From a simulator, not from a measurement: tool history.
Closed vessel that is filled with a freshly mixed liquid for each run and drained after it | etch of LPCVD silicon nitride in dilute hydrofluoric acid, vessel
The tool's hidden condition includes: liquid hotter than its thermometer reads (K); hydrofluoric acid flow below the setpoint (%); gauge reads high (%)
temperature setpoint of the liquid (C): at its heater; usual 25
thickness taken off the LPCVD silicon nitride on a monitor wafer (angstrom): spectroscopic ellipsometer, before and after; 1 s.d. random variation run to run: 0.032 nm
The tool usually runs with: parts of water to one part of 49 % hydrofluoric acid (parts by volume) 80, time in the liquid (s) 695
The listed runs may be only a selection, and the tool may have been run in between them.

run	hour	temperature setpoint of the liquid (C)	parts of water to one part of 49 % hydrofluoric acid (parts by volume)	time in the liquid (s)	wafers since the last listed run	hours since the thermometer was replaced	hours since the hydrofluoric acid flow meter was replaced	hours since the gauge calibration	read-back film thickness of the LPCVD silicon nitride reference wafer, read on the same gauge (nm)	thickness taken off the LPCVD silicon nitride on a monitor wafer (angstrom)
1	0	25	80	695	0	0.7	568.7	311.5	60	50.96
2	17.2	25	80	695	1227	17.9	585.9	328.7	59.984	50.16
3	33.2	25	80	695	1141	33.9	601.9	344.7	60.008	50.71
4	50.3	25	80	695	1220	51	619	361.8	59.977	49.73
# hour 54: gauge calibrated
5	85	25	80	695	2475	85.7	653.7	31	60.007	50.8
6	107.9	25	80	695	1633	108.6	676.6	53.9	59.992	49.8
7	142.6	25	80	695	2475	143.3	711.3	88.6	60.009	49.87
8	155.3	25	80	695	906	156	724	101.3	59.995	49.78
9	173.9	25	80	695	1327	174.6	742.6	119.9	60.027	49.55
10	242.8	25	50	695	4915	243.5	811.5	188.8	60.019	78.3
11	276.1	25	80	695	2375	276.8	844.8	222.1	59.981	48.58
12	300.1	25	80	695	1712	300.8	868.8	246.1	60.027	48.83
# hour 316.5: hydrofluoric acid flow meter replaced
13	358.2	22.5	80	695	4073	358.9	41.7	304.2	59.992	44.78
14	393.1	20	50	870	2490	393.8	76.6	339.1	59.979	74.25
15	422.6	28	55	695	2104	423.3	106.1	368.6	60.017	92.52
16	449.1	23.5	110	1030	1890	449.8	132.6	395.1	59.999	51.17
# hour 452.8: gauge calibrated
17	483.8	25	105	440	2475	484.5	167.3	31	59.985	25.12
18	502.9	23	55	1055	1362	503.6	186.4	50.1	59.996	99.57
# hour 526.1: thermometer replaced
19	537.6	22	55	850	2404	11.5	221.1	84.8	59.992	75
20	555.3	25	80	695	1262	29.2	238.8	102.5	60.019	51.82
21	581.5	30	110	580	1869	55.4	265	128.7	60.007	43.22
22	611.2	25	105	880	2119	85.1	294.7	158.4	60.01	49.92
23	624.3	25	80	695	934	98.2	307.8	171.5	60.034	51.36
24	654.5	25	80	695	2154	128.4	338	201.7	60.017	51.5
25	673.5	23.5	65	1105	1355	147.4	357	220.7	59.98	91.48
26	689.1	27.5	50	695	1113	163	372.6	236.3	59.995	95.15

Below are 5 alternative next runs, each starting from the tool's condition after run 26. Predict each:
A	689.9	25	80	695	57	163.8	373.4	237.1	?	?
B	689.9	20	80	695	57	163.8	373.4	237.1	?	?
C	689.9	22.5	45	540	57	163.8	373.4	237.1	?	?
D	689.9	25	105	695	57	163.8	373.4	237.1	?	?
E	689.9	23.5	65	695	57	163.8	373.4	237.1	?	?

run	read-back film thickness of the LPCVD silicon nitride reference wafer, read on the same gauge (nm)	thickness taken off the LPCVD silicon nitride on a monitor wafer (angstrom)
A	59.997	50.72
B	59.997	36.25
C	59.997	58.62
D	59.997	38.75
E	59.997	56.33
What these runs would have given with no unlogged condition in the tool:
run	thickness taken off the LPCVD silicon nitride on a monitor wafer (angstrom)
A	53.22
B	38.02
C	61.48
D	40.67
E	59.09

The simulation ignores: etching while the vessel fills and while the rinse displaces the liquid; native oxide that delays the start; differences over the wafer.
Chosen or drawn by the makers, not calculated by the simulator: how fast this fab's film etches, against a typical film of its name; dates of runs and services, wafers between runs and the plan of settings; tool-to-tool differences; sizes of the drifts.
